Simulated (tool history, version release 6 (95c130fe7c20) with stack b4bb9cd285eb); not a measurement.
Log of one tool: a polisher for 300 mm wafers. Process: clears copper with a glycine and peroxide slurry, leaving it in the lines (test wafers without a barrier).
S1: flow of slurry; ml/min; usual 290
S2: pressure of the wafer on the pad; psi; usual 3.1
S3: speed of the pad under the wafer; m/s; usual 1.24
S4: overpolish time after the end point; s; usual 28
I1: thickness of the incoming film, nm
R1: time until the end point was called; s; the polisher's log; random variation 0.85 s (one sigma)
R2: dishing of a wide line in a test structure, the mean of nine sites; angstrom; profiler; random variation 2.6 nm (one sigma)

run,hour,S1,S2,S3,S4,I1,R1,R2
1,0.0,290,3.1,1.24,28,484.6,72.3,996
# hour 33.9: worn pad replaced by a new one
2,73.7,290,3.1,1.24,28,489.8,70.4,981
# hour 137.2: head pressure recalibrated
3,158.4,290,3.1,1.24,28,490.7,66.0,1056
4,257.4,290,3.1,1.24,28,497.1,67.2,1073
5,355.7,290,3.1,1.24,28,500.4,68.1,1104
# hour 374.2: slurry nozzle cleaned
6,460.2,290,3.1,1.24,28,484.4,66.4,1109
# hour 538.5: worn pad replaced by a new one
7,567.0,290,3.1,1.24,28,489.3,66.2,1059
8,674.3,290,3.1,1.24,28,487.9,66.9,1103
9,756.3,290,3.1,1.24,28,497.2,66.2,1050
10,835.5,290,3.1,1.24,28,494.8,70.3,1063
# hour 879.1: slurry nozzle cleaned
11,921.1,290,3.1,1.24,28,494.4,68.8,1098
# hour 930.2: worn pad replaced by a new one, of another model than before
12,969.8,290,3.1,1.24,28,488.2,66.9,1041
13,1037.4,290,3.1,1.24,28,492.5,69.8,1052
14,1122.6,290,3.1,0.94,28,492.2,76.1,1004
15,1193.5,290,3.1,1.54,21,492.2,63.3,914
16,1244.6,290,4.0,1.24,12,483.0,56.7,644
17,1330.6,200,3.1,1.24,33,491.8,77.0,1026
# hour 1364.5: slurry nozzle cleaned
# hour 1395.8: worn pad replaced by a new one
18,1416.2,290,3.1,1.54,21,489.8,62.3,914
19,1502.8,205,4.2,1.44,28,488.8,59.5,1114
20,1609.3,190,4.1,1.64,33,480.1,60.2,1232
# hour 1680.9: head pressure recalibrated
21,1687.7,290,3.1,1.24,28,487.7,64.5,1084
# hour 1777.3: worn pad replaced by a new one
22,1925.3,290,3.1,1.24,28,497.1,67.0,1124
# hour 1976.5: slurry nozzle cleaned
23,2010.7,290,3.1,1.24,28,487.5,65.7,1118
24,2070.5,290,3.7,0.82,22,491.3,69.1,935
25,2154.4,290,3.1,1.24,28,485.9,65.5,1048
# hour 2173.9: worn pad replaced by a new one
26,2232.6,225,4.1,1.38,45,493.5,56.2,1526

Hidden state or all else? Some run-to-run changes of R1, split into what the settings, what came in and random variation would give without the hidden state, and what is left for the hidden state (with any gauge scatter that isn't in both results):
The hidden state here: removal rate lost through wear of the pad, %; slurry flow missing at the pad, %; deviation of the head's pressure from its setpoint, %.
Run 2 -> 3: head pressure recalibrated. R1 -4.4 s: hidden state -6.6, all else +2.2.
Run 16 -> 17: S1 290 -> 200, S2 4.0 -> 3.1, S4 12 -> 33. R1 +20.3 s: hidden state +1.9, all else +18.4.
Run 17 -> 18: S1 200 -> 290, S3 1.24 -> 1.54, S4 33 -> 21, slurry nozzle cleaned, worn pad replaced by a new one. R1 -14.7 s: hidden state -0.5, all else -14.2.
Run 20 -> 21: S1 190 -> 290, S2 4.1 -> 3.1, S3 1.64 -> 1.24, S4 33 -> 28, head pressure recalibrated. R1 +4.3 s: hidden state -6.3, all else +10.6.

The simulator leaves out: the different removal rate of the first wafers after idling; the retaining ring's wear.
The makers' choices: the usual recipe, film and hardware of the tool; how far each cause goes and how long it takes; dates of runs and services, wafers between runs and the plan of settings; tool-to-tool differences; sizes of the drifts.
